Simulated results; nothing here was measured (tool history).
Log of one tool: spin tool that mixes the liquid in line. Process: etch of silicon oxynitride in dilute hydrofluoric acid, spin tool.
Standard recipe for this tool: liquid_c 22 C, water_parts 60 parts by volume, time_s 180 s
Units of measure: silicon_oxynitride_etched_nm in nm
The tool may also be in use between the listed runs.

run,hour,liquid_c,water_parts,time_s,"read-back film thickness of the silicon oxynitride reference wafer, read on the same gauge (nm)",silicon_oxynitride_etched_nm
1,0,22,60,180,70.02,5.42
2,25.1,22,80,180,70.04,3.99
3,43.1,18,60,180,70.01,4.41
4,75.9,18,60,180,70.02,4.37
5,106.4,18,60,180,70,4.39
6,119.6,20,60,180,70,4.86
7,149.1,20,60,180,70,4.88
# hour 174.1: gauge calibrated
8,177.4,20,60,180,69.98,4.88
9,192.7,22,60,180,70.02,5.47
10,220.4,22,60,180,70.01,5.44
11,253.3,22,60,180,70.02,5.39
12,269.4,22,90,95,70.01,1.85
13,301.5,25.5,80,180,70.04,4.75
14,318.4,20,60,180,70,4.91
15,348,19,70,180,70.02,3.99
# hour 371.7: thermometer replaced
16,382,22,75,140,70.01,3.3
17,405.5,19.5,60,110,70.01,2.91
# hour 418.1: hydrofluoric acid flow meter replaced
18,438.1,22,60,150,70,4.48
19,457.8,22,35,180,69.96,9.42
20,491.4,22,60,180,69.98,5.37
21,525.1,18,60,180,69.98,4.38
22,543.5,22,40,180,69.98,8.26
23,566.6,22,60,180,69.99,5.37

5 ways to go on from here, each from the tool as it stands after run 23. What would each give?
A,567.1,22,60,180,?,?
B,567.1,19.5,60,180,?,?
C,567.1,25.5,85,80,?,?
D,567.1,18.5,80,180,?,?
E,567.1,20.5,30,130,?,?

run,"read-back film thickness of the silicon oxynitride reference wafer, read on the same gauge (nm)",silicon_oxynitride_etched_nm
A,69.97,5.41
B,69.97,4.78
C,69.97,1.97
D,69.97,3.36
E,69.97,7.4
Take away the tool's hidden state, keep each run's random variation, and the runs would have read:
run,silicon_oxynitride_etched_nm
A,5.41
B,4.78
C,1.97
D,3.36
E,7.4

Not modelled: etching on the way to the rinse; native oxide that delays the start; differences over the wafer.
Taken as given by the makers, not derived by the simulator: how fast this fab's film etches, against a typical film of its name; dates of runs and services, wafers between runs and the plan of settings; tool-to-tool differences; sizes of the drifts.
